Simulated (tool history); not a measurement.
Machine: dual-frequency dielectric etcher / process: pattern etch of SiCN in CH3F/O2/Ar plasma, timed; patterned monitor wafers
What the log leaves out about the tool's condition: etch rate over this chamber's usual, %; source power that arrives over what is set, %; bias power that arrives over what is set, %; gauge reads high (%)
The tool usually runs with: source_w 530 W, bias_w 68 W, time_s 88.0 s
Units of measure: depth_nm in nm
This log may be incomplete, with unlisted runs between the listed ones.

run,hour,source_w,bias_w,time_s,wafers since the last listed run,hours since the last wet clean,hours since the last source power generator calibration,hours since the last bias power generator calibration,hours since the last upper electrode change,hours since the gauge calibration,"read-back reference wafer on the same gauge, depth_nm",depth_nm
1,0.0,530,68,73.5,0,317.3,1066.8,4119.0,3194.7,343.3,31.50,31.75
2,31.3,530,68,73.5,237,348.6,1098.1,4150.3,3226.0,374.6,31.51,31.97
3,61.8,490,68,88.0,231,379.1,1128.6,4180.8,3256.5,405.1,31.51,36.58
# hour 147.4: wet clean of the chamber
4,147.9,490,68,88.0,471,0.5,1214.7,4266.9,3342.6,491.2,31.45,35.97
5,173.5,530,68,88.0,194,26.1,1240.3,4292.5,3368.2,516.8,31.48,37.76
6,218.7,530,68,88.0,343,71.3,1285.5,4337.7,3413.4,562.0,31.51,37.68
7,249.2,530,68,88.0,231,101.8,1316.0,4368.2,3443.9,592.5,31.49,37.65
8,317.6,530,68,88.0,519,170.2,1384.4,4436.6,3512.3,660.9,31.46,38.04
9,344.6,530,77,76.5,204,197.2,1411.4,4463.6,3539.3,687.9,31.50,34.46
10,408.8,530,77,76.5,487,261.4,1475.6,4527.8,3603.5,752.1,31.48,34.54
# hour 490.1: upper electrode replaced
11,490.6,530,77,76.5,438,343.2,1557.4,4609.6,0.5,833.9,31.47,34.47
12,533.0,530,68,88.0,321,385.6,1599.8,4652.0,42.9,876.3,31.48,38.17
13,601.4,530,68,88.0,519,454.0,1668.2,4720.4,111.3,944.7,31.50,38.46
# hour 649.1: wet clean of the chamber
14,649.6,530,68,88.0,183,0.5,1716.4,4768.6,159.5,992.9,31.47,37.75
15,698.9,530,68,88.0,374,49.8,1765.7,4817.9,208.8,1042.2,31.49,37.80
# hour 718.3: gauge calibrated
16,723.3,470,74,88.0,185,74.2,1790.1,4842.3,233.2,5.0,31.52,36.58
17,783.4,630,68,75.5,456,134.3,1850.2,4902.4,293.3,65.1,31.50,35.51
18,818.8,530,55,88.0,268,169.7,1885.6,4937.8,328.7,100.5,31.54,35.43
19,855.0,530,52,98.0,274,205.9,1921.8,4974.0,364.9,136.7,31.45,38.89
20,879.4,530,68,88.0,185,230.3,1946.2,4998.4,389.3,161.1,31.45,37.84
21,975.3,620,84,73.5,727,326.2,2042.1,5094.3,485.2,257.0,31.52,37.14
22,1008.4,530,68,88.0,251,359.3,2075.2,5127.4,518.3,290.1,31.51,38.51
# hour 1029.0: source power generator calibrated
# hour 1054.2: bias power generator calibrated
# hour 1071.2: wet clean of the chamber
23,1078.4,530,68,88.0,341,7.2,49.4,24.2,588.3,360.1,31.52,37.71
24,1105.5,530,68,88.0,205,34.3,76.5,51.3,615.4,387.2,31.53,37.91
25,1173.7,450,60,88.0,517,102.5,144.7,119.5,683.6,455.4,31.51,33.09
26,1213.4,620,84,73.5,301,142.2,184.4,159.2,723.3,495.1,31.51,36.85
27,1245.9,470,74,88.0,246,174.7,216.9,191.7,755.8,527.6,31.50,36.79
28,1296.7,530,51,88.0,385,225.5,267.7,242.5,806.6,578.4,31.52,34.65
29,1329.1,530,68,97.0,245,257.9,300.1,274.9,839.0,610.8,31.51,42.11
30,1375.8,530,68,104.0,354,304.6,346.8,321.6,885.7,657.5,31.51,45.13
31,1404.5,590,60,109.0,217,333.3,375.5,350.3,914.4,686.2,31.54,47.88

Below are 3 alternative next runs, each starting from the tool's condition after run 31. Predict each:
A,1404.9,530,68,109.0,3,333.7,375.9,350.7,914.8,686.6,?,?
B,1404.9,410,75,102.5,3,333.7,375.9,350.7,914.8,686.6,?,?
C,1404.9,470,68,63.0,3,333.7,375.9,350.7,914.8,686.6,?,?

run,"read-back reference wafer on the same gauge, depth_nm",depth_nm
A,31.50,47.25
B,31.50,39.81
C,31.50,25.58
With the hidden condition removed and each run's random variation left untouched, the same runs would have given:
run,depth_nm
A,46.56
B,39.23
C,25.21

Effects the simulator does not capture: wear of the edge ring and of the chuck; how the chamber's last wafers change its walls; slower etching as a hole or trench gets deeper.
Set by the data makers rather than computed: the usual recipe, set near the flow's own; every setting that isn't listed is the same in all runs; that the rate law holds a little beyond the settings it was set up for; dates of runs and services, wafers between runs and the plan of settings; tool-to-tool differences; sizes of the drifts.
